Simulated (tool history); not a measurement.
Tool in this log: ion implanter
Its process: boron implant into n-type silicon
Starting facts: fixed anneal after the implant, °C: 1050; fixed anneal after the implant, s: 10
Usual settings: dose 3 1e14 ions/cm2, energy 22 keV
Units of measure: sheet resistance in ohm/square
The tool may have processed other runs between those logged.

run	hour	dose	energy	wafers since the last listed run	hours since the last dose calibration	hours since the extraction supply was calibrated	hours since the gauge calibration	read-back reference wafer on the same gauge, sheet resistance	sheet resistance
1	0	3	22	0	58.8	1795.3	2914.2	315.93	357.04
2	244.8	3	22	4622	303.6	2040.1	3159	316.4	358.71
3	306.5	2.28	20	1165	365.3	2101.8	3220.7	316.01	457.66
4	375.4	2.28	20	1301	434.2	2170.7	3289.6	315.86	458.24
5	481.5	2.28	20	2003	540.3	2276.8	3395.7	316.07	459.61
# hour 553.1: gauge calibrated
6	556.6	3	22	1418	615.4	2351.9	3.5	308	352.1
7	653.4	3	22	1828	712.2	2448.7	100.3	308.78	352.83
8	752.1	3	22	1863	810.9	2547.4	199	309.52	352.76
# hour 778.9: extraction supply calibrated
9	828.2	3	22	1286	887	49.3	275.1	310.38	354.52
10	915.3	3	22	1644	974.1	136.4	362.2	310.98	357.53
11	958.3	3	22	812	1017.1	179.4	405.2	311.26	356.28
12	1040.2	3	22	1546	1099	261.3	487.1	311.43	357.05
13	1088.7	3	22	915	1147.5	309.8	535.6	312.05	355.74
14	1185	3	22	1818	1243.8	406.1	631.9	312.57	360.22
15	1273.2	3	22	1665	1332	494.3	720.1	313.05	356.53
16	1365.3	2.65	22	1739	1424.1	586.4	812.2	313.89	398.93
17	1428.9	3	22	1201	1487.7	650	875.8	313.79	356.82
18	1474.1	2.75	18	853	1532.9	695.2	921	313.67	392.7
19	1560.2	3	22	1625	1619	781.3	1007.1	314.41	359.06
20	1653.5	3	20	1761	1712.3	874.6	1100.4	314.73	363.3
21	1718.2	3	22	1221	1777	939.3	1165.1	315.07	359.1
22	1768.2	3	22	944	1827	989.3	1215.1	315.06	359.91
# hour 1855.1: Faraday cup replaced and dose calibrated
23	1861.8	2.7	27.5	1616	6.7	1082.9	1308.7	315.7	384.68
24	1919.9	3.28	25.5	1097	64.8	1141	1366.8	315.77	330.6
25	1988.5	3.32	29.5	1295	133.4	1209.6	1435.4	315.87	319.91
26	2083.4	3.59	16.5	1792	228.3	1304.5	1530.3	316.19	321.84
27	2154.4	3	27.5	1340	299.3	1375.5	1601.3	316.45	351.44
28	2245.7	2.46	20	1724	390.6	1466.8	1692.6	316.39	429.79
29	2340.1	3	16.5	1782	485	1561.2	1787	316.97	373.2
30	2393.5	2.56	15	1008	538.4	1614.6	1840.4	317.1	431.53
31	2441.6	3	22	908	586.5	1662.7	1888.5	316.96	362.36
32	2519.1	3	24	1463	664	1740.2	1966	317.49	358.74
33	2560	3	22	772	704.9	1781.1	2006.9	317.25	364.31
34	2600.4	3	22	762	745.3	1821.5	2047.3	317.56	360.99
35	2644.2	3.54	16	827	789.1	1865.3	2091.1	317.57	328.93
36	2729.2	3.84	27.5	1605	874.1	1950.3	2176.1	317.5	287.57
37	2836.4	2.49	18	2024	981.3	2057.5	2283.3	318.08	434.8
38	2929.4	2.28	17	1756	1074.3	2150.5	2376.3	317.96	467.01

Below, some changes in sheet resistance between adjacent runs. For each, the amount present without the hidden state too (settings, incoming material, random variation) and the amount remaining for the hidden state with gauge scatter not shared by both compared results:
Hidden conditions of the tool in this case: deviation of the true dose from the Faraday cup's reading, %; deviation of the true energy from its setpoint, %; gauge reads high (%).
Run 2 -> 3: dose 3 -> 2.28, energy 22 -> 20. sheet resistance +98.95 ohm/square: hidden state +2.88, all else +96.07.
Run 5 -> 6: dose 2.28 -> 3, energy 20 -> 22, gauge calibrated. sheet resistance -107.51 ohm/square: hidden state -12.32, all else -95.19.
Run 36 -> 37: dose 3.84 -> 2.49, energy 27.5 -> 18. sheet resistance +147.23 ohm/square: hidden state +5.15, all else +142.08.

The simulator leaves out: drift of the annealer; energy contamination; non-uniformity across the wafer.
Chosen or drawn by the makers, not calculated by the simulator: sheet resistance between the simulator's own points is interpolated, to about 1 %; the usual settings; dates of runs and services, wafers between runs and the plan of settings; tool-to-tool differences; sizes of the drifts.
